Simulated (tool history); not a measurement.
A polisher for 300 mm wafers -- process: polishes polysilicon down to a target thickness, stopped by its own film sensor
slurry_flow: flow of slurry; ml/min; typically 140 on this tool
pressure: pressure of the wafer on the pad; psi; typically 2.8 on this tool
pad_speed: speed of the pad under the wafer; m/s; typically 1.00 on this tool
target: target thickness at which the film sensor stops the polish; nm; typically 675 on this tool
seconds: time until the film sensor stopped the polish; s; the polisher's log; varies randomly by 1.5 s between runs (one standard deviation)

run,hour,slurry_flow,pressure,pad_speed,target,"incoming thickness of the incoming film, nm",seconds
1,0.0,105,2.8,1.00,675,1182.7,89.8
2,38.7,105,2.8,1.00,675,1204.0,93.0
3,67.9,140,2.8,1.00,675,1202.6,84.3
4,83.1,140,2.8,1.00,675,1170.6,85.2
# hour 89.0: worn pad replaced by a new one
5,107.5,140,2.8,1.00,675,1179.5,83.8
6,127.3,140,2.8,1.00,675,1208.6,88.0
7,153.2,140,2.8,1.00,675,1198.9,83.8
8,181.2,140,2.8,1.00,675,1197.9,86.7
# hour 201.8: worn pad replaced by a new one
9,262.2,140,2.8,1.00,675,1197.2,89.4
# hour 278.2: head pressure recalibrated
10,281.4,140,2.8,1.00,675,1209.5,91.4
11,296.5,105,2.8,1.00,675,1189.6,87.5
# hour 313.0: worn pad replaced by a new one
12,313.5,140,2.8,1.00,675,1208.4,90.7
# hour 328.4: slurry nozzle cleaned
13,345.6,185,3.4,0.88,519,1174.8,89.8
14,369.8,115,2.8,0.84,675,1188.3,94.1
15,401.4,115,3.2,1.12,795,1173.4,47.7
# hour 407.5: worn pad replaced by a new one
16,430.9,160,2.8,1.18,675,1185.9,66.7
17,461.2,140,2.8,1.00,675,1208.0,85.5
18,473.7,140,2.8,1.00,675,1193.4,86.8
19,495.2,95,2.8,1.26,507,1177.3,91.6
20,520.1,170,3.5,0.72,726,1191.5,77.0

Alternative continuations, all from the tool just after run 20; predict every row:
A,520.5,140,2.8,1.24,675,1180.9,?
B,520.5,110,2.8,1.00,675,1180.9,?
C,520.5,140,2.8,1.00,750,1180.9,?
D,520.5,140,2.8,1.00,545,1180.9,?
E,520.5,140,3.5,0.68,726,1180.9,?

run,seconds
A,66.1
B,84.8
C,68.8
D,101.6
E,84.3
With no hidden state in the tool, these same runs would have given:
run,seconds
A,62.4
B,79.2
C,65.0
D,95.9
E,79.6
